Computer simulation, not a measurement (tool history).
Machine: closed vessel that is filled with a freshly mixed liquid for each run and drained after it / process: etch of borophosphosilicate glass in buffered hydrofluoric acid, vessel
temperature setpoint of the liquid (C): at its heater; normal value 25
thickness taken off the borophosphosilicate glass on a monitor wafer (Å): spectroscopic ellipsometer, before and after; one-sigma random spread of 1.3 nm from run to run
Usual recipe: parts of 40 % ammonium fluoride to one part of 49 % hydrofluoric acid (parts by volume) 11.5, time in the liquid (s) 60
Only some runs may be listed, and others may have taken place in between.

| run | hour | temperature setpoint of the liquid (C) | parts of 40 % ammonium fluoride to one part of 49 % hydrofluoric acid (parts by volume) | time in the liquid (s) | wafers since the last listed run | hours since the thermometer was replaced | hours since the hydrofluoric acid flow meter was replaced | hours since the gauge calibration | read-back film thickness of the borophosphosilicate glass reference wafer, read on the same gauge (nm) | thickness taken off the borophosphosilicate glass on a monitor wafer (Å) |
|---|---|---|---|---|---|---|---|---|---|---|
| 1 | 0 | 25 | 11.5 | 60 | 0 | 305.3 | 1283.7 | 652.9 | 38.76 | 1518 |
| 2 | 41.9 | 25 | 11.5 | 60 | 4678 | 347.2 | 1325.6 | 694.8 | 38.75 | 1510.3 |
| 3 | 90.6 | 22.5 | 11.5 | 60 | 5438 | 395.9 | 1374.3 | 743.5 | 38.7 | 1286.9 |
|  | 115.4 | gauge calibrated |
| 4 | 140.1 | 22.5 | 11.5 | 60 | 5527 | 445.4 | 1423.8 | 24.7 | 39.93 | 1323 |
| 5 | 210 | 25 | 11.5 | 60 | 7805 | 515.3 | 1493.7 | 94.6 | 39.61 | 1522.6 |
| 6 | 267.8 | 25 | 8.5 | 60 | 6454 | 573.1 | 1551.5 | 152.4 | 39.52 | 1968.4 |
| 7 | 302.1 | 25 | 8.5 | 60 | 3830 | 607.4 | 1585.8 | 186.7 | 39.32 | 1979.1 |
| 8 | 335.6 | 25 | 11.5 | 40 | 3740 | 640.9 | 1619.3 | 220.2 | 39.33 | 1013.6 |
| 9 | 406.8 | 25 | 11.5 | 60 | 7950 | 712.1 | 1690.5 | 291.4 | 39.15 | 1500.3 |
| 10 | 451.5 | 25 | 11.5 | 60 | 4991 | 756.8 | 1735.2 | 336.1 | 39.06 | 1494.5 |
| 11 | 506.6 | 25 | 11.5 | 60 | 6152 | 811.9 | 1790.3 | 391.2 | 38.98 | 1515.2 |
| 12 | 572 | 25 | 11.5 | 60 | 7303 | 877.3 | 1855.7 | 456.6 | 38.93 | 1500 |
| 13 | 621.8 | 25 | 11.5 | 60 | 5561 | 927.1 | 1905.5 | 506.4 | 38.87 | 1505.4 |
| 14 | 648.9 | 29 | 10 | 50 | 3026 | 954.2 | 1932.6 | 533.5 | 38.83 | 1786.2 |
|  | 651.8 | hydrofluoric acid flow meter replaced |
| 15 | 704.5 | 20.5 | 10 | 45 | 6097 | 1009.8 | 52.7 | 589.1 | 38.79 | 1002.3 |
| 16 | 743.3 | 25 | 11.5 | 60 | 4332 | 1048.6 | 91.5 | 627.9 | 38.77 | 1503.2 |
|  | 779.4 | thermometer replaced |
| 17 | 780.1 | 25 | 11.5 | 60 | 3997 | 0.7 | 128.3 | 664.7 | 38.76 | 1490.6 |
|  | 906.1 | gauge calibrated |
| 18 | 959.9 | 25 | 15 | 60 | 20078 | 180.5 | 308.1 | 53.8 | 39.84 | 1176.2 |
| 19 | 1006 | 27 | 14 | 60 | 5147 | 226.6 | 354.2 | 99.9 | 39.69 | 1386.4 |
| 20 | 1047.3 | 25 | 15 | 60 | 4611 | 267.9 | 395.5 | 141.2 | 39.53 | 1169.7 |
| 21 | 1088.5 | 25 | 7.5 | 35 | 4600 | 309.1 | 436.7 | 182.4 | 39.44 | 1325 |
| 22 | 1115.8 | 26.5 | 13 | 30 | 3048 | 336.4 | 464 | 209.7 | 39.35 | 728.4 |
| 23 | 1145.3 | 21.5 | 13.5 | 75 | 3294 | 365.9 | 493.5 | 239.2 | 39.26 | 1329.9 |
| 24 | 1203.2 | 27.5 | 9 | 85 | 6465 | 423.8 | 551.4 | 297.1 | 39.19 | 2983.7 |
| 25 | 1248.5 | 22 | 11.5 | 45 | 5058 | 469.1 | 596.7 | 342.4 | 39.11 | 967.6 |
| 26 | 1286.9 | 28.5 | 13 | 60 | 4288 | 507.5 | 635.1 | 380.8 | 39.03 | 1615.5 |
| 27 | 1317.9 | 27 | 14 | 60 | 3461 | 538.5 | 666.1 | 411.8 | 39.02 | 1397.4 |

Here are 4 independent what-if runs from the current tool condition. What would each one return?
| A | 1318.6 | 25 | 11.5 | 60 | 78 | 539.2 | 666.8 | 412.5 | ? | ? |
| B | 1318.6 | 25 | 13.5 | 45 | 78 | 539.2 | 666.8 | 412.5 | ? | ? |
| C | 1318.6 | 25 | 9 | 40 | 78 | 539.2 | 666.8 | 412.5 | ? | ? |
| D | 1318.6 | 25 | 15 | 30 | 78 | 539.2 | 666.8 | 412.5 | ? | ? |

| run | read-back film thickness of the borophosphosilicate glass reference wafer, read on the same gauge (nm) | thickness taken off the borophosphosilicate glass on a monitor wafer (Å) |
|---|---|---|
| A | 39.05 | 1515.4 |
| B | 39.05 | 970.7 |
| C | 39.05 | 1239.2 |
| D | 39.05 | 583.3 |
Had the tool no hidden state, the same runs would have come out as:
| run | thickness taken off the borophosphosilicate glass on a monitor wafer (Å) |
|---|---|
| A | 1554.2 |
| B | 995.6 |
| C | 1270.9 |
| D | 598.2 |
